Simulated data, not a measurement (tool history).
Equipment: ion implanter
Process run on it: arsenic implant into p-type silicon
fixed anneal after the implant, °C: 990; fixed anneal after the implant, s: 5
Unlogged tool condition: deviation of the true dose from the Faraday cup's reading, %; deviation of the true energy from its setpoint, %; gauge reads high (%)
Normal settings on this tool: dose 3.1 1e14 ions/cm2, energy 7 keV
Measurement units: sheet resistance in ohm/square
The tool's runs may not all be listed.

run   hour  dose  energy  wafers since the last listed run  hours since the last dose calibration  hours since the extraction supply was calibrated  hours since the gauge calibration  read-back reference wafer on the same gauge, sheet resistance  sheet resistance
  1      0   3.1       7                                 0                                  571.9                                            6544.6                              309.4                                                         425.72            348.91
  2   17.5   3.1       7                               296                                  589.4                                            6562.1                              326.9                                                         426.08            351.56
  3     30   3.1       7                               211                                  601.9                                            6574.6                              339.4                                                         426.08            349.07
  4   42.3   3.1       7                               208                                  614.2                                            6586.9                              351.7                                                         426.29            349.87
  5   51.1   3.1       7                               149                                    623                                            6595.7                              360.5                                                         426.46            349.73
  6   59.2   3.1       7                               137                                  631.1                                            6603.8                              368.6                                                         425.65            352.08
  7   74.5   3.1       7                               259                                  646.4                                            6619.1                              383.9                                                         426.42            347.82
  8   81.2   3.1       8                               113                                  653.1                                            6625.8                              390.6                                                         426.41            344.08
  9   88.2   3.1       8                               118                                  660.1                                            6632.8                              397.6                                                         426.41            343.29
 10  134.5   3.1       8                               784                                  706.4                                            6679.1                              443.9                                                         426.28            342.93
 11  143.1   3.4     5.5                               145                                    715                                            6687.7                              452.5                                                          425.8            341.72
 12  160.8   3.4     5.5                               300                                  732.7                                            6705.4                              470.2                                                         425.99             344.4
 13  171.1   3.1       7                               174                                    743                                            6715.7                              480.5                                                         426.05            348.42
 14  181.7   2.9       7                               179                                  753.6                                            6726.3                              491.1                                                         425.99            367.39
 15  197.9   3.1     5.5                               274                                  769.8                                            6742.5                              507.3                                                         425.57            362.01
 16  218.1   3.1     5.5                               342                                    790                                            6762.7                              527.5                                                         425.89            364.95
 17    231   3.1       7                               218                                  802.9                                            6775.6                              540.4                                                         425.26            348.95
     237.4  -- gauge calibrated
 18  244.5  2.26       6                               228                                  816.4                                            6789.1                                7.1                                                         426.47            446.81
 19  256.5   3.1       6                               203                                  828.4                                            6801.1                               19.1                                                         426.62            358.49
 20  263.3  2.31       6                               115                                  835.2                                            6807.9                               25.9                                                         426.01            441.86
 21  275.7   3.1       8                               210                                  847.6                                            6820.3                               38.3                                                         425.96            344.06
     285.2  -- Faraday cup replaced and dose calibrated
     294.7  -- extraction supply calibrated
 22  295.2  2.79       6                                59                                     10                                               0.5                               57.8                                                          426.2            399.45
 23  307.1  2.65       7                               201                                   21.9                                              12.4                               69.7                                                         426.11            405.63
 24  322.2  3.72     9.5                               255                                     37                                              27.5                               84.8                                                         425.75            301.91
 25  366.8  2.31       5                               756                                   81.6                                              72.1                              129.4                                                         425.61            466.07
 26  379.2   3.1     7.5                               210                                     94                                              84.5                              141.8                                                         426.62            355.79
 27  396.5   3.1       7                               293                                  111.3                                             101.8                              159.1                                                         426.07            359.42
 28  408.5  3.95     7.5                               203                                  123.3                                             113.8                              171.1                                                         425.67            299.22
 29  422.6   2.7       7                               239                                  137.4                                             127.9                              185.2                                                         425.79            394.08
 30    431  2.65       7                               142                                  145.8                                             136.3                              193.6                                                         426.09            399.16
 31  440.2   3.1       7                               155                                    155                                             145.5                              202.8                                                            426            357.81
 32  457.4  3.44       7                               291                                  172.2                                             162.7                                220                                                         426.11            332.04
 33  465.1  3.38     9.5                               130                                  179.9                                             170.4                              227.7                                                         425.94            321.32
 34    473   3.1       6                               133                                  187.8                                             178.3                              235.6                                                         425.29            365.87
 35  483.9  3.66       9                               184                                  198.7                                             189.2                              246.5                                                         425.71            303.75
 36  494.2  2.81       7                               174                                    209                                             199.5                              256.8                                                         425.87            382.81
 37  503.6   3.1     6.5                               159                                  218.4                                             208.9                              266.2                                                         426.25            361.94

Forecast each of these 5 alternatives for the next run:
  A   504   3.1       7                                 6                                  218.8                                             209.3                              266.6                                                              ?                 ?
  B   504   3.1     8.5                                 6                                  218.8                                             209.3                              266.6                                                              ?                 ?
  C   504  3.56       5                                 6                                  218.8                                             209.3                              266.6                                                              ?                 ?
  D   504  2.31     5.5                                 6                                  218.8                                             209.3                              266.6                                                              ?                 ?
  E   504  2.68       6                                 6                                  218.8                                             209.3                              266.6                                                              ?                 ?

run  read-back reference wafer on the same gauge, sheet resistance  sheet resistance
  A                                                         426.11            354.62
  B                                                         426.11            344.89
  C                                                         426.11            343.22
  D                                                         426.11            452.77
  E                                                         426.11             402.2
The same runs, with their run-to-run variation unchanged, on a tool lacking any hidden condition would have given:
run  sheet resistance
  A            360.39
  B            350.63
  C            348.03
  D            460.29
  E            408.76
